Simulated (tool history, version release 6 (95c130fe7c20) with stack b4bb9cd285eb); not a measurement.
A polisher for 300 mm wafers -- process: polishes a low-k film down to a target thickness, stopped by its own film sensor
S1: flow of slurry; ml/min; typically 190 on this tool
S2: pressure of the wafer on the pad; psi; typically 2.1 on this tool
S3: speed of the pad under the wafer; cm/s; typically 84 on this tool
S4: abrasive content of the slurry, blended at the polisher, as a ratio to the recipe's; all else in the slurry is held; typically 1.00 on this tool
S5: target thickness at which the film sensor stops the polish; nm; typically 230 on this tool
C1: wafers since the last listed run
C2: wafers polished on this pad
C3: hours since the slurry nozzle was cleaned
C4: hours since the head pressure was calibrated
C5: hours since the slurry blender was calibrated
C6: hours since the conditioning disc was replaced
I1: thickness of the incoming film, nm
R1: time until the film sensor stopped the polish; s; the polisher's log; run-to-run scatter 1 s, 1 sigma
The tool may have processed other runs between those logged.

{"run": 1, "hour": 0.0, "S1": 190, "S2": 2.1, "S3": 84, "S4": 1.0, "S5": 230, "C1": 0, "C2": 310, "C3": 475.5, "C4": 328.0, "C5": 254.2, "C6": 50.5, "I1": 279.9, "R1": 103.2}
{"run": 2, "hour": 24.3, "S1": 190, "S2": 2.5, "S3": 92, "S4": 0.85, "S5": 239, "C1": 149, "C2": 459, "C3": 499.8, "C4": 352.3, "C5": 278.5, "C6": 74.8, "I1": 280.5, "R1": 76.3}
{"run": 3, "hour": 50.3, "S1": 145, "S2": 2.6, "S3": 84, "S4": 0.85, "S5": 222, "C1": 159, "C2": 618, "C3": 525.8, "C4": 378.3, "C5": 304.5, "C6": 100.8, "I1": 285.0, "R1": 124.2}
{"run": 4, "hour": 117.6, "S1": 170, "S2": 2.1, "S3": 84, "S4": 1.0, "S5": 230, "C1": 413, "C2": 1031, "C3": 593.1, "C4": 445.6, "C5": 371.8, "C6": 168.1, "I1": 277.4, "R1": 100.6}
{"hour": 218.9, "done": "slurry blender recalibrated"}
{"run": 5, "hour": 295.2, "S1": 190, "S2": 2.1, "S3": 70, "S4": 0.8, "S5": 230, "C1": 1077, "C2": 2109, "C3": 770.7, "C4": 623.2, "C5": 76.3, "C6": 345.7, "I1": 278.9, "R1": 140.8}
{"run": 6, "hour": 347.7, "S1": 190, "S2": 2.1, "S3": 84, "S4": 1.0, "S5": 230, "C1": 322, "C2": 2432, "C3": 823.2, "C4": 675.7, "C5": 128.8, "C6": 398.2, "I1": 277.0, "R1": 96.5}
{"run": 7, "hour": 394.0, "S1": 215, "S2": 1.6, "S3": 84, "S4": 1.0, "S5": 230, "C1": 284, "C2": 2716, "C3": 869.5, "C4": 722.0, "C5": 175.1, "C6": 444.5, "I1": 276.0, "R1": 121.3}
{"hour": 404.0, "done": "conditioning disc replaced and pad reconditioned"}
{"hour": 432.4, "done": "slurry nozzle cleaned"}
{"run": 8, "hour": 449.7, "S1": 190, "S2": 1.5, "S3": 84, "S4": 1.2, "S5": 214, "C1": 323, "C2": 3039, "C3": 17.3, "C4": 777.7, "C5": 230.8, "C6": 45.7, "I1": 279.8, "R1": 168.1}
{"hour": 457.2, "done": "worn pad replaced by a new one"}
{"run": 9, "hour": 621.2, "S1": 140, "S2": 2.1, "S3": 84, "S4": 0.7, "S5": 230, "C1": 1028, "C2": 1006, "C3": 188.8, "C4": 949.2, "C5": 402.3, "C6": 217.2, "I1": 279.9, "R1": 154.0}
{"run": 10, "hour": 660.7, "S1": 245, "S2": 2.1, "S3": 66, "S4": 1.0, "S5": 230, "C1": 242, "C2": 1249, "C3": 228.3, "C4": 988.7, "C5": 441.8, "C6": 256.7, "I1": 279.0, "R1": 118.9}
{"hour": 688.6, "done": "slurry blender recalibrated"}
{"run": 11, "hour": 716.6, "S1": 135, "S2": 2.1, "S3": 62, "S4": 1.3, "S5": 238, "C1": 330, "C2": 1580, "C3": 284.2, "C4": 1044.6, "C5": 28.0, "C6": 312.6, "I1": 277.7, "R1": 95.7}
{"run": 12, "hour": 783.6, "S1": 140, "S2": 2.6, "S3": 84, "S4": 1.0, "S5": 237, "C1": 411, "C2": 1991, "C3": 351.2, "C4": 1111.6, "C5": 95.0, "C6": 379.6, "I1": 277.4, "R1": 70.3}
{"run": 13, "hour": 811.5, "S1": 135, "S2": 2.1, "S3": 62, "S4": 1.3, "S5": 238, "C1": 171, "C2": 2162, "C3": 379.1, "C4": 1139.5, "C5": 122.9, "C6": 407.5, "I1": 281.7, "R1": 103.4}
{"hour": 839.3, "done": "conditioning disc replaced and pad reconditioned"}
{"hour": 853.7, "done": "head pressure recalibrated"}
{"run": 14, "hour": 867.3, "S1": 205, "S2": 2.1, "S3": 84, "S4": 1.0, "S5": 230, "C1": 317, "C2": 2480, "C3": 434.9, "C4": 13.6, "C5": 178.7, "C6": 28.0, "I1": 277.2, "R1": 96.0}
{"hour": 908.7, "done": "worn pad replaced by a new one"}
{"run": 15, "hour": 928.1, "S1": 190, "S2": 2.1, "S3": 84, "S4": 1.0, "S5": 230, "C1": 348, "C2": 119, "C3": 495.7, "C4": 74.4, "C5": 239.5, "C6": 88.8, "I1": 280.4, "R1": 103.8}
{"run": 16, "hour": 963.1, "S1": 205, "S2": 2.1, "S3": 84, "S4": 1.0, "S5": 230, "C1": 214, "C2": 333, "C3": 530.7, "C4": 109.4, "C5": 274.5, "C6": 123.8, "I1": 283.2, "R1": 108.0}
{"run": 17, "hour": 1033.0, "S1": 190, "S2": 2.1, "S3": 84, "S4": 1.0, "S5": 230, "C1": 429, "C2": 763, "C3": 600.6, "C4": 179.3, "C5": 344.4, "C6": 193.7, "I1": 280.0, "R1": 102.9}
{"run": 18, "hour": 1077.6, "S1": 190, "S2": 2.1, "S3": 92, "S4": 1.0, "S5": 230, "C1": 273, "C2": 1036, "C3": 645.2, "C4": 223.9, "C5": 389.0, "C6": 238.3, "I1": 278.1, "R1": 92.3}
{"hour": 1124.4, "done": "slurry blender recalibrated"}
{"run": 19, "hour": 1146.9, "S1": 190, "S2": 2.4, "S3": 84, "S4": 1.1, "S5": 217, "C1": 413, "C2": 1449, "C3": 714.5, "C4": 293.2, "C5": 22.5, "C6": 307.6, "I1": 285.0, "R1": 115.6}
{"run": 20, "hour": 1208.0, "S1": 135, "S2": 1.8, "S3": 68, "S4": 1.0, "S5": 235, "C1": 375, "C2": 1824, "C3": 775.6, "C4": 354.3, "C5": 83.6, "C6": 368.7, "I1": 280.0, "R1": 135.1}
{"run": 21, "hour": 1273.7, "S1": 215, "S2": 2.7, "S3": 74, "S4": 1.0, "S5": 247, "C1": 403, "C2": 2228, "C3": 841.3, "C4": 420.0, "C5": 149.3, "C6": 434.4, "I1": 280.4, "R1": 58.0}
{"hour": 1280.9, "done": "slurry nozzle cleaned"}
{"run": 22, "hour": 1314.3, "S1": 190, "S2": 2.1, "S3": 84, "S4": 1.0, "S5": 243, "C1": 243, "C2": 2471, "C3": 33.4, "C4": 460.6, "C5": 189.9, "C6": 475.0, "I1": 278.0, "R1": 73.4}
{"hour": 1342.9, "done": "conditioning disc replaced and pad reconditioned"}
{"run": 23, "hour": 1360.6, "S1": 215, "S2": 2.1, "S3": 84, "S4": 1.0, "S5": 230, "C1": 271, "C2": 2743, "C3": 79.7, "C4": 506.9, "C5": 236.2, "C6": 17.7, "I1": 280.4, "R1": 101.1}
{"run": 24, "hour": 1392.7, "S1": 190, "S2": 1.7, "S3": 84, "S4": 1.0, "S5": 230, "C1": 197, "C2": 2940, "C3": 111.8, "C4": 539.0, "C5": 268.3, "C6": 49.8, "I1": 278.4, "R1": 123.3}

For each entry between runs, how does the tool's hidden state at the last listed run before it compare with that at the first listed run after it?
Logged between run 4 and run 5: slurry blender recalibrated (hour 218.9)
  the hidden state is the same at both runs
Logged between run 7 and run 8: conditioning disc replaced and pad reconditioned (hour 404.0); slurry nozzle cleaned (hour 432.4)
  the hidden state is the same at both runs
Logged between run 8 and run 9: worn pad replaced by a new one (hour 457.2)
  the hidden state is the same at both runs
Logged between run 10 and run 11: slurry blender recalibrated (hour 688.6)
  the hidden state is the same at both runs
Logged between run 13 and run 14: conditioning disc replaced and pad reconditioned (hour 839.3); head pressure recalibrated (hour 853.7)
  the hidden state is the same at both runs
Logged between run 14 and run 15: worn pad replaced by a new one (hour 908.7)
  the hidden state is the same at both runs
Logged between run 18 and run 19: slurry blender recalibrated (hour 1124.4)
  the hidden state is the same at both runs
Logged between run 21 and run 22: slurry nozzle cleaned (hour 1280.9)
  the hidden state is the same at both runs
Logged between run 22 and run 23: conditioning disc replaced and pad reconditioned (hour 1342.9)
  the hidden state is the same at both runs
